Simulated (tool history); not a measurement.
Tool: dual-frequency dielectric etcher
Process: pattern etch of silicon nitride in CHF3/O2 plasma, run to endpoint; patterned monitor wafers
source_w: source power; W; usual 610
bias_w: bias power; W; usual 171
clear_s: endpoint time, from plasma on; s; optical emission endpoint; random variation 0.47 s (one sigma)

run	hour	source_w	bias_w	incoming incoming film thickness, nm	clear_s
1	0.0	610	171	95.1	66.8
2	59.0	610	171	95.3	68.4
3	113.3	610	171	95.1	67.7
4	171.4	610	171	94.9	68.5
# hour 237.7: wet clean of the chamber
5	240.8	610	171	93.5	68.0
6	307.0	610	171	94.9	69.4
7	378.1	610	171	94.2	69.4
8	402.1	500	142	95.4	82.1
9	442.1	500	142	94.9	81.3
10	473.6	500	142	94.2	80.5
11	500.0	610	171	94.7	69.8
12	541.0	610	171	94.4	70.9
13	594.8	610	171	94.3	70.8
# hour 644.1: wet clean of the chamber, repeated, since the last time left the tool worse
14	648.6	610	171	94.4	65.7
15	694.2	610	171	94.1	65.7
16	730.3	610	171	94.7	66.3
17	755.7	610	159	94.6	68.1
# hour 811.8: source power generator calibrated
18	812.3	610	171	94.9	67.3
# hour 827.2: bias power generator calibrated
19	879.7	460	171	94.5	74.4
20	933.6	720	133	94.9	68.0
# hour 964.4: upper electrode replaced
21	996.6	650	192	94.5	62.9
# hour 1035.0: wet clean of the chamber
22	1035.5	610	171	95.3	66.4
23	1095.6	610	186	95.2	65.2
24	1148.7	610	189	95.2	64.8
25	1193.4	650	171	95.3	66.4
26	1219.9	490	160	94.6	73.3
27	1252.8	610	201	96.2	64.1
28	1290.8	710	154	95.2	65.0
29	1369.0	570	213	94.8	64.7
# hour 1436.2: wet clean of the chamber
30	1436.7	510	132	95.2	77.7
31	1459.0	650	171	95.6	65.6
32	1527.4	530	209	95.0	65.7
33	1575.9	610	144	94.9	71.9
34	1622.2	550	148	95.4	74.4
35	1674.7	610	135	95.2	73.2

4 ways to go on from here, each from the tool as it stands after run 35. What would each give?
A	1675.1	610	157	95.3	?
B	1675.1	740	194	95.3	?
C	1675.1	550	210	95.3	?
D	1675.1	610	132	95.3	?

run	clear_s
A	70.1
B	60.5
C	66.3
D	74.1
Without the tool's hidden state the same runs would have given:
run	clear_s
A	69.0
B	59.5
C	65.2
D	72.9
